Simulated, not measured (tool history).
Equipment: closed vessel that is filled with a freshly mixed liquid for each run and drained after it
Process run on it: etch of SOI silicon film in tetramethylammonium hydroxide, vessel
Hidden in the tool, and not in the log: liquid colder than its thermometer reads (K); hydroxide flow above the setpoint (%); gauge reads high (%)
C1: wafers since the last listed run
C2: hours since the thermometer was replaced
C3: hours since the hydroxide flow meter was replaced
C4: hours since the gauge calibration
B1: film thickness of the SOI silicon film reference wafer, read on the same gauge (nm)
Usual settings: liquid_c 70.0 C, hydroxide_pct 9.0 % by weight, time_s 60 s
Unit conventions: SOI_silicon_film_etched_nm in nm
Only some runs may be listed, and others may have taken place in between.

run 1 day=0.000 | liquid_c=70.0 hydroxide_pct=9.0 time_s=60 | C1=0 C2=1868.4 C3=1207.6 C4=479.6 | B1=98.23 | SOI_silicon_film_etched_nm=464.99
run 2 day=0.833 | liquid_c=70.0 hydroxide_pct=9.0 time_s=60 | C1=1357 C2=1888.4 C3=1227.6 C4=499.6 | B1=98.16 | SOI_silicon_film_etched_nm=464.03
run 3 day=4.450 | liquid_c=72.5 hydroxide_pct=9.0 time_s=90 | C1=5891 C2=1975.2 C3=1314.4 C4=586.4 | B1=97.83 | SOI_silicon_film_etched_nm=804.63
run 4 day=7.088 | liquid_c=72.5 hydroxide_pct=9.0 time_s=90 | C1=4296 C2=2038.5 C3=1377.7 C4=649.7 | B1=97.56 | SOI_silicon_film_etched_nm=798.08
run 5 day=7.900 | liquid_c=72.5 hydroxide_pct=9.0 time_s=90 | C1=1323 C2=2058.0 C3=1397.2 C4=669.2 | B1=97.49 | SOI_silicon_film_etched_nm=804.32
run 6 day=8.646 | liquid_c=70.0 hydroxide_pct=9.0 time_s=60 | C1=1215 C2=2075.9 C3=1415.1 C4=687.1 | B1=97.41 | SOI_silicon_film_etched_nm=462.75
run 7 day=9.992 | liquid_c=70.0 hydroxide_pct=9.0 time_s=60 | C1=2192 C2=2108.2 C3=1447.4 C4=719.4 | B1=97.27 | SOI_silicon_film_etched_nm=460.60
run 8 day=11.317 | liquid_c=70.0 hydroxide_pct=9.0 time_s=60 | C1=2158 C2=2140.0 C3=1479.2 C4=751.2 | B1=97.18 | SOI_silicon_film_etched_nm=459.11
run 9 day=12.808 | liquid_c=70.0 hydroxide_pct=9.0 time_s=60 | C1=2430 C2=2175.8 C3=1515.0 C4=787.0 | B1=97.02 | SOI_silicon_film_etched_nm=457.68
run 10 day=13.596 | liquid_c=70.0 hydroxide_pct=9.0 time_s=60 | C1=1282 C2=2194.7 C3=1533.9 C4=805.9 | B1=96.89 | SOI_silicon_film_etched_nm=461.61
-- day=14.362 gauge calibrated
run 11 day=15.054 | liquid_c=70.0 hydroxide_pct=9.0 time_s=60 | C1=2375 C2=2229.7 C3=1568.9 C4=16.6 | B1=100.13 | SOI_silicon_film_etched_nm=473.27
run 12 day=16.400 | liquid_c=70.0 hydroxide_pct=9.0 time_s=60 | C1=2192 C2=2262.0 C3=1601.2 C4=48.9 | B1=100.02 | SOI_silicon_film_etched_nm=473.47
run 13 day=17.483 | liquid_c=67.0 hydroxide_pct=10.5 time_s=85 | C1=1764 C2=2288.0 C3=1627.2 C4=74.9 | B1=99.89 | SOI_silicon_film_etched_nm=526.56
-- day=18.200 hydroxide flow meter replaced
run 14 day=18.588 | liquid_c=70.0 hydroxide_pct=9.0 time_s=60 | C1=1730 C2=2314.5 C3=9.3 C4=101.4 | B1=99.79 | SOI_silicon_film_etched_nm=471.47
run 15 day=20.050 | liquid_c=70.0 hydroxide_pct=9.0 time_s=60 | C1=2382 C2=2349.6 C3=44.4 C4=136.5 | B1=99.67 | SOI_silicon_film_etched_nm=470.36
run 16 day=20.942 | liquid_c=66.5 hydroxide_pct=10.0 time_s=50 | C1=1452 C2=2371.0 C3=65.8 C4=157.9 | B1=99.55 | SOI_silicon_film_etched_nm=304.73
run 17 day=21.725 | liquid_c=70.0 hydroxide_pct=7.5 time_s=50 | C1=1276 C2=2389.8 C3=84.6 C4=176.7 | B1=99.49 | SOI_silicon_film_etched_nm=415.82
-- day=22.533 thermometer replaced
run 18 day=23.154 | liquid_c=76.5 hydroxide_pct=11.0 time_s=90 | C1=2260 C2=14.9 C3=118.9 C4=211.0 | B1=99.39 | SOI_silicon_film_etched_nm=946.90
run 19 day=23.704 | liquid_c=67.0 hydroxide_pct=10.5 time_s=50 | C1=895 C2=28.1 C3=132.1 C4=224.2 | B1=99.32 | SOI_silicon_film_etched_nm=309.61
run 20 day=24.633 | liquid_c=70.0 hydroxide_pct=9.0 time_s=60 | C1=1513 C2=50.4 C3=154.4 C4=246.5 | B1=99.21 | SOI_silicon_film_etched_nm=470.46
run 21 day=25.279 | liquid_c=70.0 hydroxide_pct=9.0 time_s=60 | C1=1052 C2=65.9 C3=169.9 C4=262.0 | B1=99.14 | SOI_silicon_film_etched_nm=471.69
run 22 day=26.129 | liquid_c=70.0 hydroxide_pct=9.0 time_s=90 | C1=1384 C2=86.3 C3=190.3 C4=282.4 | B1=99.06 | SOI_silicon_film_etched_nm=702.52
run 23 day=27.208 | liquid_c=70.0 hydroxide_pct=9.0 time_s=60 | C1=1758 C2=112.2 C3=216.2 C4=308.3 | B1=98.95 | SOI_silicon_film_etched_nm=470.44
run 24 day=28.579 | liquid_c=66.5 hydroxide_pct=9.0 time_s=30 | C1=2233 C2=145.1 C3=249.1 C4=341.2 | B1=98.83 | SOI_silicon_film_etched_nm=190.05

Below are 4 alternative next runs, each starting from the tool's condition after run 24. Predict each:
run A day=28.608 | liquid_c=70.0 hydroxide_pct=9.0 time_s=60 | C1=47 C2=145.8 C3=249.8 C4=341.9 | B1=? | SOI_silicon_film_etched_nm=?
run B day=28.608 | liquid_c=70.0 hydroxide_pct=8.0 time_s=45 | C1=47 C2=145.8 C3=249.8 C4=341.9 | B1=? | SOI_silicon_film_etched_nm=?
run C day=28.608 | liquid_c=64.0 hydroxide_pct=8.0 time_s=35 | C1=47 C2=145.8 C3=249.8 C4=341.9 | B1=? | SOI_silicon_film_etched_nm=?
run D day=28.608 | liquid_c=68.0 hydroxide_pct=7.5 time_s=70 | C1=47 C2=145.8 C3=249.8 C4=341.9 | B1=? | SOI_silicon_film_etched_nm=?

run=A B1=98.84 SOI_silicon_film_etched_nm=464.50
run=B B1=98.84 SOI_silicon_film_etched_nm=362.46
run=C B1=98.84 SOI_silicon_film_etched_nm=196.98
run=D B1=98.84 SOI_silicon_film_etched_nm=510.75
Without the tool's hidden state the same runs would have given:
run=A SOI_silicon_film_etched_nm=469.97
run=B SOI_silicon_film_etched_nm=366.73
run=C SOI_silicon_film_etched_nm=199.30
run=D SOI_silicon_film_etched_nm=516.78
